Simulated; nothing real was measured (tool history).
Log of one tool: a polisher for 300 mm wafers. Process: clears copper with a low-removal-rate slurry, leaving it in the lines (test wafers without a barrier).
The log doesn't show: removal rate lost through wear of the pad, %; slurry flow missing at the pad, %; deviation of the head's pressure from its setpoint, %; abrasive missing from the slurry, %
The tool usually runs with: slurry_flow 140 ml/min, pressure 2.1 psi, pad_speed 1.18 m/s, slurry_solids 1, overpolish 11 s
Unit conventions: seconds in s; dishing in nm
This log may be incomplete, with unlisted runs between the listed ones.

run,hour,slurry_flow,pressure,pad_speed,slurry_solids,overpolish,wafers since the last listed run,wafers polished on this pad,hours since the slurry nozzle was cleaned,hours since the head pressure was calibrated,hours since the slurry blender was calibrated,"incoming thickness of the incoming film, nm",seconds,dishing
1,0,140,2.1,1.18,1,11,0,410,625.2,134.2,168,266.7,118.4,19.9
# hour 0.2: slurry blender recalibrated
2,7.4,140,2.1,1.18,1,11,35,446,632.6,141.6,7.2,272,124.6,19.4
3,21.1,140,2.1,1.18,1,11,68,514,646.3,155.3,20.9,270,126.5,19.4
4,31.5,140,2.1,1.18,1,11,52,567,656.7,165.7,31.3,274,123.8,19.6
5,38.5,140,2.1,1.18,1,11,35,602,663.7,172.7,38.3,271.3,125.2,18.9
6,44.6,140,2.1,1.18,1,11,30,633,669.8,178.8,44.4,268.6,126.5,19.6
7,50.8,140,2.1,1.18,1,11,31,664,676,185,50.6,273.3,125.8,18.8
8,60.6,140,2.1,1.18,1,11,49,713,685.8,194.8,60.4,274.2,130,19.4
9,77,140,2.1,1.18,1.15,11,82,795,702.2,211.2,76.8,273,123.3,19.3
10,84.1,140,2.1,1.18,1,11,35,831,709.3,218.3,83.9,268.1,128.5,19.5
11,94,140,2.1,1.18,1,11,49,881,719.2,228.2,93.8,274.2,128.4,18.9
12,107.3,140,2.1,1.18,1,11,66,948,732.5,241.5,107.1,267.6,132.1,18.7
13,146.6,155,2.1,0.88,0.7,11,197,1145,771.8,280.8,146.4,265.2,188.2,13.5
# hour 161: slurry blender recalibrated
14,161.9,140,2.1,1.3,1,11,66,1212,787.1,296.1,0.9,270.1,124,19.5
# hour 171.5: worn pad replaced by a new one
# hour 184.3: head pressure recalibrated
# hour 194.1: slurry nozzle cleaned
15,209.4,170,2.1,1.34,1.1,11,203,175,15.3,25.1,48.4,274.2,100.3,24.8
16,219.8,140,2.4,1.18,1,17,52,227,25.7,35.5,58.8,271.8,104.2,34.5
17,237.6,140,2.1,1.18,1,11,89,317,43.5,53.3,76.6,271.9,121.8,20
18,255.2,155,2.1,1.54,0.8,11,88,405,61.1,70.9,94.2,269,94.8,24.4
19,271,140,1.4,1.6,0.85,11,79,485,76.9,86.7,110,268.4,140.5,17.3
20,285.3,140,2.1,1.18,1,11,71,556,91.2,101,124.3,265.2,123.7,19.9
# hour 296.9: slurry blender recalibrated
21,301.3,140,1.6,1.18,1,11,70,627,107.2,117,4.4,266,160,14.9
22,313.2,140,2.1,1.04,1,11,59,687,119.1,128.9,16.3,268,141.6,17.3
23,319.4,140,2.1,1.18,1,14,31,718,125.3,135.1,22.5,271.7,127.8,24.1
24,342.7,95,2.1,1.18,1,17,117,835,148.6,158.4,45.8,269.5,142,26.2
25,350.1,140,2.1,0.86,1.3,11,37,872,156,165.8,53.2,266.9,157.1,14.9

Some steps in seconds between neighbouring runs. How much of each would the tool show without its hidden state too (settings, what came in, random variation), and how much is left for the hidden state, with any gauge scatter that isn't in both results?
Run 12 -> 13: slurry_flow 140 -> 155, pad_speed 1.18 -> 0.88, slurry_solids 1 -> 0.7. seconds +56.1 s: hidden state +9.7, all else +46.4.
Run 13 -> 14: slurry_flow 155 -> 140, pad_speed 0.88 -> 1.3, slurry_solids 0.7 -> 1, slurry blender recalibrated. seconds -64.2 s: hidden state -7.3, all else -56.9.
Run 14 -> 15: slurry_flow 140 -> 170, pad_speed 1.3 -> 1.34, slurry_solids 1 -> 1.1, worn pad replaced by a new one, head pressure recalibrated, slurry nozzle cleaned. seconds -23.7 s: hidden state -14.9, all else -8.8.
